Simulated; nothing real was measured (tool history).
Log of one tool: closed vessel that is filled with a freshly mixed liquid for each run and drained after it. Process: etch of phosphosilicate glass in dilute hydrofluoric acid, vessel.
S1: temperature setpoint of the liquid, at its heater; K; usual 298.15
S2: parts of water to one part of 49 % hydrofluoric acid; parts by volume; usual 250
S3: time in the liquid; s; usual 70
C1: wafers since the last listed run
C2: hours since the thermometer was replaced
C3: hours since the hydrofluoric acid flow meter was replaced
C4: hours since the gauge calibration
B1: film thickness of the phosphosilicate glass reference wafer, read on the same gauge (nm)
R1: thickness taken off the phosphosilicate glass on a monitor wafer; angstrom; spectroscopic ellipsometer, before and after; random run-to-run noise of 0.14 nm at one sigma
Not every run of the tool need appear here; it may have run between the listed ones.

{"run": 1, "day": 0.0, "S1": 295.15, "S2": 340, "S3": 70, "C1": 0, "C2": 1667.2, "C3": 465.9, "C4": 459.7, "B1": 110.01, "R1": 136.7}
{"run": 2, "day": 1.279, "S1": 295.15, "S2": 340, "S3": 70, "C1": 2881, "C2": 1697.9, "C3": 496.6, "C4": 490.4, "B1": 109.99, "R1": 137.6}
{"run": 3, "day": 2.404, "S1": 298.15, "S2": 205, "S3": 70, "C1": 2534, "C2": 1724.9, "C3": 523.6, "C4": 517.4, "B1": 109.99, "R1": 286.8}
{"run": 4, "day": 3.183, "S1": 298.15, "S2": 205, "S3": 70, "C1": 1755, "C2": 1743.6, "C3": 542.3, "C4": 536.1, "B1": 109.99, "R1": 287.7}
{"run": 5, "day": 4.15, "S1": 298.15, "S2": 205, "S3": 70, "C1": 2177, "C2": 1766.8, "C3": 565.5, "C4": 559.3, "B1": 109.97, "R1": 288.1}
{"run": 6, "day": 4.983, "S1": 298.15, "S2": 250, "S3": 70, "C1": 1877, "C2": 1786.8, "C3": 585.5, "C4": 579.3, "B1": 110.0, "R1": 227.3}
{"run": 7, "day": 5.533, "S1": 298.15, "S2": 250, "S3": 70, "C1": 1238, "C2": 1800.0, "C3": 598.7, "C4": 592.5, "B1": 109.99, "R1": 227.3}
{"run": 8, "day": 6.162, "S1": 299.65, "S2": 305, "S3": 70, "C1": 1417, "C2": 1815.1, "C3": 613.8, "C4": 607.6, "B1": 110.0, "R1": 186.4}
{"run": 9, "day": 7.275, "S1": 298.15, "S2": 250, "S3": 70, "C1": 2505, "C2": 1841.8, "C3": 640.5, "C4": 634.3, "B1": 110.01, "R1": 228.1}
{"run": 10, "day": 7.792, "S1": 298.15, "S2": 250, "S3": 70, "C1": 1163, "C2": 1854.2, "C3": 652.9, "C4": 646.7, "B1": 109.99, "R1": 229.3}
{"run": 11, "day": 8.608, "S1": 298.15, "S2": 250, "S3": 70, "C1": 1839, "C2": 1873.8, "C3": 672.5, "C4": 666.3, "B1": 109.99, "R1": 230.1}
{"day": 9.117, "done": "hydrofluoric acid flow meter replaced"}
{"run": 12, "day": 10.05, "S1": 298.15, "S2": 250, "S3": 70, "C1": 3153, "C2": 1908.4, "C3": 22.4, "C4": 700.9, "B1": 109.99, "R1": 212.1}
{"run": 13, "day": 10.75, "S1": 298.15, "S2": 250, "S3": 70, "C1": 1576, "C2": 1925.2, "C3": 39.2, "C4": 717.7, "B1": 109.98, "R1": 215.8}
{"day": 12.192, "done": "thermometer replaced"}
{"run": 14, "day": 12.225, "S1": 298.15, "S2": 250, "S3": 70, "C1": 3228, "C2": 0.8, "C3": 74.6, "C4": 753.1, "B1": 110.01, "R1": 214.2}
{"run": 15, "day": 13.125, "S1": 298.15, "S2": 345, "S3": 70, "C1": 2027, "C2": 22.4, "C3": 96.2, "C4": 774.7, "B1": 110.02, "R1": 141.9}
{"run": 16, "day": 14.45, "S1": 299.65, "S2": 200, "S3": 90, "C1": 2984, "C2": 54.2, "C3": 128.0, "C4": 806.5, "B1": 109.99, "R1": 388.4}
{"run": 17, "day": 15.362, "S1": 302.15, "S2": 285, "S3": 70, "C1": 2055, "C2": 76.1, "C3": 149.9, "C4": 828.4, "B1": 110.0, "R1": 209.4}
{"run": 18, "day": 16.079, "S1": 300.15, "S2": 250, "S3": 60, "C1": 1614, "C2": 93.3, "C3": 167.1, "C4": 845.6, "B1": 110.01, "R1": 196.9}
{"run": 19, "day": 16.929, "S1": 298.15, "S2": 150, "S3": 30, "C1": 1914, "C2": 113.7, "C3": 187.5, "C4": 866.0, "B1": 109.98, "R1": 171.0}
{"run": 20, "day": 17.946, "S1": 298.15, "S2": 250, "S3": 70, "C1": 2290, "C2": 138.1, "C3": 211.9, "C4": 890.4, "B1": 109.99, "R1": 216.7}
{"day": 19.083, "done": "gauge calibrated"}
{"run": 21, "day": 19.125, "S1": 303.15, "S2": 130, "S3": 70, "C1": 2656, "C2": 166.4, "C3": 240.2, "C4": 1.0, "B1": 110.0, "R1": 573.3}
{"run": 22, "day": 20.617, "S1": 293.65, "S2": 250, "S3": 70, "C1": 3360, "C2": 202.2, "C3": 276.0, "C4": 36.8, "B1": 110.0, "R1": 186.5}
{"run": 23, "day": 21.854, "S1": 303.15, "S2": 335, "S3": 90, "C1": 2787, "C2": 231.9, "C3": 305.7, "C4": 66.5, "B1": 109.99, "R1": 225.6}
{"run": 24, "day": 23.542, "S1": 298.15, "S2": 155, "S3": 90, "C1": 3801, "C2": 272.4, "C3": 346.2, "C4": 107.0, "B1": 110.0, "R1": 511.1}
{"run": 25, "day": 24.712, "S1": 298.15, "S2": 250, "S3": 70, "C1": 2637, "C2": 300.5, "C3": 374.3, "C4": 135.1, "B1": 110.0, "R1": 220.9}
{"run": 26, "day": 25.35, "S1": 300.65, "S2": 250, "S3": 85, "C1": 1435, "C2": 315.8, "C3": 389.6, "C4": 150.4, "B1": 109.99, "R1": 293.0}
{"run": 27, "day": 25.879, "S1": 303.15, "S2": 335, "S3": 90, "C1": 1191, "C2": 328.5, "C3": 402.3, "C4": 163.1, "B1": 109.97, "R1": 231.1}
{"run": 28, "day": 26.846, "S1": 298.15, "S2": 305, "S3": 70, "C1": 2177, "C2": 351.7, "C3": 425.5, "C4": 186.3, "B1": 110.0, "R1": 173.5}
{"run": 29, "day": 27.738, "S1": 303.15, "S2": 335, "S3": 90, "C1": 2008, "C2": 373.1, "C3": 446.9, "C4": 207.7, "B1": 110.0, "R1": 233.5}
{"run": 30, "day": 28.812, "S1": 300.15, "S2": 355, "S3": 55, "C1": 2421, "C2": 398.9, "C3": 472.7, "C4": 233.5, "B1": 109.99, "R1": 120.4}
{"run": 31, "day": 30.304, "S1": 302.65, "S2": 340, "S3": 85, "C1": 3360, "C2": 434.7, "C3": 508.5, "C4": 269.3, "B1": 109.99, "R1": 213.7}
{"run": 32, "day": 30.975, "S1": 298.15, "S2": 250, "S3": 70, "C1": 1511, "C2": 450.8, "C3": 524.6, "C4": 285.4, "B1": 110.01, "R1": 227.4}
{"run": 33, "day": 31.596, "S1": 298.15, "S2": 250, "S3": 70, "C1": 1398, "C2": 465.7, "C3": 539.5, "C4": 300.3, "B1": 110.01, "R1": 226.7}

Take each entry between the runs: how does the hidden state at the last listed run before it differ from the hidden state at the first listed run after it?
In the gap between runs 11 and 12: hydrofluoric acid flow meter replaced (day 9.117)
  hydrofluoric acid flow above the setpoint (%): 7.49 -> 1.25
  the result without the hidden state subtracted from the measured one, R1: +19.9 -> +3.3 angstrom
In the gap between runs 13 and 14: thermometer replaced (day 12.192)
  hydrofluoric acid flow above the setpoint (%): 1.41 -> 1.76
  the result without the hidden state subtracted from the measured one, R1: +3.8 -> +4.7 angstrom
In the gap between runs 20 and 21: gauge calibrated (day 19.083)
  hydrofluoric acid flow above the setpoint (%): 3.12 -> 3.4
  the result without the hidden state subtracted from the measured one, R1: +8.2 -> +22.1 angstrom
